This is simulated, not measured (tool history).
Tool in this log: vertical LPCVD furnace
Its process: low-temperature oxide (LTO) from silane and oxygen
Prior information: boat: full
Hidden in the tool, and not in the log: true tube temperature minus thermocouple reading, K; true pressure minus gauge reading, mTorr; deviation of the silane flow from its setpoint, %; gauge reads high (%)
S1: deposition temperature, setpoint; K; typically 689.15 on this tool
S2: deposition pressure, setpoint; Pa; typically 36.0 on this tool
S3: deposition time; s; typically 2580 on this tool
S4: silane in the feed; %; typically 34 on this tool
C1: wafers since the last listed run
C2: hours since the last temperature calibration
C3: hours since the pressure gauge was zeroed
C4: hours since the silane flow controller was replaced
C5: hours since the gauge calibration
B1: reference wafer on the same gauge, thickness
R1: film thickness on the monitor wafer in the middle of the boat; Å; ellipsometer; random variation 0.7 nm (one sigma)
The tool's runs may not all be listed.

run 1 day=0.000 | S1=689.15 S2=28.7 S3=2580 S4=34 | C1=0 C2=5290.1 C3=2322.6 C4=4125.8 C5=66.0 | B1=465.96 | R1=3474.9
run 2 day=0.792 | S1=689.15 S2=28.7 S3=2580 S4=34 | C1=314 C2=5309.1 C3=2341.6 C4=4144.8 C5=85.0 | B1=465.94 | R1=3470.7
run 3 day=2.017 | S1=689.15 S2=28.7 S3=2580 S4=34 | C1=486 C2=5338.5 C3=2371.0 C4=4174.2 C5=114.4 | B1=465.97 | R1=3463.7
run 4 day=3.283 | S1=689.15 S2=36.0 S3=2580 S4=34 | C1=503 C2=5368.9 C3=2401.4 C4=4204.6 C5=144.8 | B1=466.12 | R1=4404.4
run 5 day=4.121 | S1=689.15 S2=36.0 S3=2580 S4=34 | C1=332 C2=5389.0 C3=2421.5 C4=4224.7 C5=164.9 | B1=466.00 | R1=4414.5
run 6 day=5.242 | S1=689.15 S2=36.0 S3=2580 S4=34 | C1=445 C2=5415.9 C3=2448.4 C4=4251.6 C5=191.8 | B1=466.12 | R1=4409.6
run 7 day=6.367 | S1=689.15 S2=36.0 S3=2580 S4=34 | C1=446 C2=5442.9 C3=2475.4 C4=4278.6 C5=218.8 | B1=466.08 | R1=4397.7
run 8 day=7.000 | S1=689.15 S2=36.0 S3=2160 S4=34 | C1=251 C2=5458.1 C3=2490.6 C4=4293.8 C5=234.0 | B1=466.10 | R1=3678.6
-- day=8.754 pressure gauge zeroed
-- day=9.396 silane flow controller replaced
-- day=9.467 gauge calibrated
-- day=9.567 thermocouples replaced and temperature profile calibrated
run 9 day=9.588 | S1=681.15 S2=40.0 S3=3390 S4=32 | C1=307 C2=0.5 C3=20.0 C4=4.6 C5=2.9 | B1=465.95 | R1=5701.9
run 10 day=9.758 | S1=685.15 S2=36.0 S3=2580 S4=34 | C1=67 C2=4.6 C3=24.1 C4=8.7 C5=7.0 | B1=465.75 | R1=4411.7
run 11 day=9.925 | S1=689.15 S2=36.0 S3=2580 S4=34 | C1=66 C2=8.6 C3=28.1 C4=12.7 C5=11.0 | B1=465.91 | R1=4617.7
run 12 day=10.096 | S1=679.15 S2=36.0 S3=2910 S4=34 | C1=67 C2=12.7 C3=32.2 C4=16.8 C5=15.1 | B1=466.11 | R1=4655.9
run 13 day=11.212 | S1=685.15 S2=36.0 S3=1860 S4=39 | C1=443 C2=39.5 C3=59.0 C4=43.6 C5=41.9 | B1=466.10 | R1=3785.4
run 14 day=12.254 | S1=697.15 S2=27.3 S3=2220 S4=37 | C1=413 C2=64.5 C3=84.0 C4=68.6 C5=66.9 | B1=465.82 | R1=3643.5

Forecast run 15:
run 15 day=13.029 | S1=689.15 S2=27.3 S3=1770 S4=34 | C1=307 C2=83.1 C3=102.6 C4=87.2 C5=85.5 | B1=? | R1=?

{"run 15": {"B1": 466.07, "R1": 2394.3}}
Were there no unlogged condition in the tool, this run, its random variation unchanged, would have produced R1 2432.1 Å.

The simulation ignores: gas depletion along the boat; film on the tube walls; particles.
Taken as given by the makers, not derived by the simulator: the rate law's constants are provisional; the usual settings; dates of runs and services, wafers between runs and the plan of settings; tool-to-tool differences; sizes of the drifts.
